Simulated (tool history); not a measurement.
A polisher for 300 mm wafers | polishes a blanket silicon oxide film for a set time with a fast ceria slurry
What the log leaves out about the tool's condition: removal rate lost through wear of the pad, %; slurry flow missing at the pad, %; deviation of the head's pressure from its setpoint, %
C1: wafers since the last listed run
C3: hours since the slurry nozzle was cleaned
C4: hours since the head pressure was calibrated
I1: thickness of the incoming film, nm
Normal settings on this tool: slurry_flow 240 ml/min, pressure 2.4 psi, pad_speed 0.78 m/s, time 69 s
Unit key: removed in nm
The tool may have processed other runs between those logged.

{"run": 1, "hour": 0.0, "slurry_flow": 240, "pressure": 2.2, "pad_speed": 0.78, "time": 69, "C1": 0, "wafers polished on this pad": 91, "C3": 528.1, "C4": 893.7, "I1": 2445.9, "removed": 649.7}
{"run": 2, "hour": 10.1, "slurry_flow": 240, "pressure": 2.2, "pad_speed": 0.78, "time": 69, "C1": 92, "wafers polished on this pad": 183, "C3": 538.2, "C4": 903.8, "I1": 2489.0, "removed": 645.7}
{"run": 3, "hour": 19.6, "slurry_flow": 240, "pressure": 2.2, "pad_speed": 0.78, "time": 69, "C1": 86, "wafers polished on this pad": 270, "C3": 547.7, "C4": 913.3, "I1": 2487.0, "removed": 635.7}
{"run": 4, "hour": 33.4, "slurry_flow": 240, "pressure": 2.4, "pad_speed": 0.78, "time": 84, "C1": 126, "wafers polished on this pad": 397, "C3": 561.5, "C4": 927.1, "I1": 2471.9, "removed": 841.9}
{"run": 5, "hour": 49.6, "slurry_flow": 240, "pressure": 2.4, "pad_speed": 0.78, "time": 84, "C1": 148, "wafers polished on this pad": 545, "C3": 577.7, "C4": 943.3, "I1": 2460.8, "removed": 835.9}
{"run": 6, "hour": 58.4, "slurry_flow": 240, "pressure": 2.4, "pad_speed": 0.78, "time": 84, "C1": 80, "wafers polished on this pad": 626, "C3": 586.5, "C4": 952.1, "I1": 2492.2, "removed": 840.5}
{"run": 7, "hour": 69.3, "slurry_flow": 240, "pressure": 2.4, "pad_speed": 0.92, "time": 69, "C1": 99, "wafers polished on this pad": 725, "C3": 597.4, "C4": 963.0, "I1": 2440.1, "removed": 814.0}
{"hour": 87.1, "done": "worn pad replaced by a new one"}
{"run": 8, "hour": 87.6, "slurry_flow": 240, "pressure": 2.4, "pad_speed": 0.92, "time": 69, "C1": 130, "wafers polished on this pad": 4, "C3": 615.7, "C4": 981.3, "I1": 2517.3, "removed": 849.2}
{"hour": 98.4, "done": "slurry nozzle cleaned"}
{"run": 9, "hour": 102.5, "slurry_flow": 180, "pressure": 2.1, "pad_speed": 1.06, "time": 45, "C1": 127, "wafers polished on this pad": 132, "C3": 4.1, "C4": 996.2, "I1": 2505.1, "removed": 519.3}
{"run": 10, "hour": 109.0, "slurry_flow": 240, "pressure": 2.4, "pad_speed": 0.96, "time": 93, "C1": 59, "wafers polished on this pad": 191, "C3": 10.6, "C4": 1002.7, "I1": 2459.6, "removed": 1159.4}
{"run": 11, "hour": 123.3, "slurry_flow": 300, "pressure": 3.0, "pad_speed": 0.52, "time": 58, "C1": 130, "wafers polished on this pad": 322, "C3": 24.9, "C4": 1017.0, "I1": 2490.3, "removed": 506.6}
{"run": 12, "hour": 132.9, "slurry_flow": 240, "pressure": 2.4, "pad_speed": 0.78, "time": 69, "C1": 87, "wafers polished on this pad": 410, "C3": 34.5, "C4": 1026.6, "I1": 2451.4, "removed": 694.6}
{"run": 13, "hour": 145.9, "slurry_flow": 240, "pressure": 2.4, "pad_speed": 0.78, "time": 54, "C1": 119, "wafers polished on this pad": 529, "C3": 47.5, "C4": 1039.6, "I1": 2503.3, "removed": 543.1}
{"hour": 161.9, "done": "head pressure recalibrated"}
{"run": 14, "hour": 162.4, "slurry_flow": 240, "pressure": 2.6, "pad_speed": 0.78, "time": 69, "C1": 132, "wafers polished on this pad": 662, "C3": 64.0, "C4": 0.5, "I1": 2465.3, "removed": 862.8}
{"run": 15, "hour": 176.6, "slurry_flow": 180, "pressure": 2.4, "pad_speed": 0.78, "time": 69, "C1": 130, "wafers polished on this pad": 792, "C3": 78.2, "C4": 14.7, "I1": 2494.2, "removed": 772.7}
{"run": 16, "hour": 190.4, "slurry_flow": 240, "pressure": 2.4, "pad_speed": 0.78, "time": 69, "C1": 126, "wafers polished on this pad": 918, "C3": 92.0, "C4": 28.5, "I1": 2515.2, "removed": 781.5}
{"hour": 199.2, "done": "worn pad replaced by a new one"}
{"run": 17, "hour": 204.3, "slurry_flow": 190, "pressure": 1.6, "pad_speed": 0.98, "time": 62, "C1": 90, "wafers polished on this pad": 47, "C3": 105.9, "C4": 42.4, "I1": 2461.1, "removed": 584.4}

What if the next run were any one of these 5? Each begins from the tool's condition after run 17:
{"run": "A", "hour": 204.8, "slurry_flow": 240, "pressure": 2.4, "pad_speed": 0.78, "time": 69, "C1": 4, "wafers polished on this pad": 51, "C3": 106.4, "C4": 42.9, "I1": 2463.3, "removed": "?"}
{"run": "B", "hour": 204.8, "slurry_flow": 215, "pressure": 1.9, "pad_speed": 0.58, "time": 85, "C1": 4, "wafers polished on this pad": 51, "C3": 106.4, "C4": 42.9, "I1": 2463.3, "removed": "?"}
{"run": "C", "hour": 204.8, "slurry_flow": 200, "pressure": 2.4, "pad_speed": 0.96, "time": 78, "C1": 4, "wafers polished on this pad": 51, "C3": 106.4, "C4": 42.9, "I1": 2463.3, "removed": "?"}
{"run": "D", "hour": 204.8, "slurry_flow": 240, "pressure": 2.4, "pad_speed": 0.64, "time": 69, "C1": 4, "wafers polished on this pad": 51, "C3": 106.4, "C4": 42.9, "I1": 2463.3, "removed": "?"}
{"run": "E", "hour": 204.8, "slurry_flow": 265, "pressure": 1.8, "pad_speed": 0.78, "time": 90, "C1": 4, "wafers polished on this pad": 51, "C3": 106.4, "C4": 42.9, "I1": 2463.3, "removed": "?"}

run=A removed=810.5
run=B removed=588.7
run=C removed=1096.4
run=D removed=670.8
run=E removed=800.8
Take away the tool's hidden state, keep each run's random variation, and the runs would have read:
run=A removed=824.5
run=B removed=598.9
run=C removed=1115.3
run=D removed=682.4
run=E removed=814.6
